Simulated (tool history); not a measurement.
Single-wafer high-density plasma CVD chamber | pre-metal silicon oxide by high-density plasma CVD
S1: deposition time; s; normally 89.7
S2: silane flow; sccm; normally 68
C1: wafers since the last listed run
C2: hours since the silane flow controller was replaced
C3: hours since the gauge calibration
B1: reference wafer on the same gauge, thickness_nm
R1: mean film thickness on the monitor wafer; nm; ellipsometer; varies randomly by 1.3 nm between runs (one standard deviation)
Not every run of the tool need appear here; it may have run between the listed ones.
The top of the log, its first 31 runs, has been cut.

run 32 hour=406.1 | S1=94.9 S2=72 | C1=117 C2=3825.6 C3=10.8 | B1=506.196 | R1=725.891
run 33 hour=423.5 | S1=89.7 S2=68 | C1=200 C2=3843.0 C3=28.2 | B1=505.737 | R1=648.690
-- hour=439.9 silane flow controller replaced
run 34 hour=440.4 | S1=96.2 S2=59 | C1=102 C2=0.5 C3=45.1 | B1=506.225 | R1=574.116
run 35 hour=456.5 | S1=84.4 S2=77 | C1=185 C2=16.6 C3=61.2 | B1=505.962 | R1=655.629
run 36 hour=468.4 | S1=103.4 S2=68 | C1=137 C2=28.5 C3=73.1 | B1=505.687 | R1=708.344
run 37 hour=476.0 | S1=76.9 S2=80 | C1=87 C2=36.1 C3=80.7 | B1=505.921 | R1=619.263
run 38 hour=483.4 | S1=78.2 S2=73 | C1=85 C2=43.5 C3=88.1 | B1=505.771 | R1=575.529
run 39 hour=494.2 | S1=89.7 S2=68 | C1=124 C2=54.3 C3=98.9 | B1=505.764 | R1=617.386
run 40 hour=510.6 | S1=89.7 S2=68 | C1=188 C2=70.7 C3=115.3 | B1=506.045 | R1=616.867
run 41 hour=527.4 | S1=79.5 S2=62 | C1=193 C2=87.5 C3=132.1 | B1=506.141 | R1=497.813
run 42 hour=539.7 | S1=89.7 S2=62 | C1=141 C2=99.8 C3=144.4 | B1=506.215 | R1=562.827
run 43 hour=549.6 | S1=89.7 S2=68 | C1=114 C2=109.7 C3=154.3 | B1=506.140 | R1=618.228
run 44 hour=580.2 | S1=89.7 S2=68 | C1=352 C2=140.3 C3=184.9 | B1=505.957 | R1=619.388
run 45 hour=588.6 | S1=89.7 S2=68 | C1=96 C2=148.7 C3=193.3 | B1=505.932 | R1=618.351
run 46 hour=597.7 | S1=89.7 S2=68 | C1=104 C2=157.8 C3=202.4 | B1=505.887 | R1=616.039

3 options for the next run, each taken on its own from the tool as it stands now. Forecast them:
run A hour=598.1 | S1=89.7 S2=68 | C1=4 C2=158.2 C3=202.8 | B1=? | R1=?
run B hour=598.1 | S1=103.9 S2=76 | C1=4 C2=158.2 C3=202.8 | B1=? | R1=?
run C hour=598.1 | S1=75.2 S2=77 | C1=4 C2=158.2 C3=202.8 | B1=? | R1=?

run=A B1=506.067 R1=618.542
run=B B1=506.067 R1=800.750
run=C B1=506.067 R1=587.187
Without the tool's hidden state the same runs would have given:
run=A R1=615.001
run=B R1=796.166
run=C R1=583.825

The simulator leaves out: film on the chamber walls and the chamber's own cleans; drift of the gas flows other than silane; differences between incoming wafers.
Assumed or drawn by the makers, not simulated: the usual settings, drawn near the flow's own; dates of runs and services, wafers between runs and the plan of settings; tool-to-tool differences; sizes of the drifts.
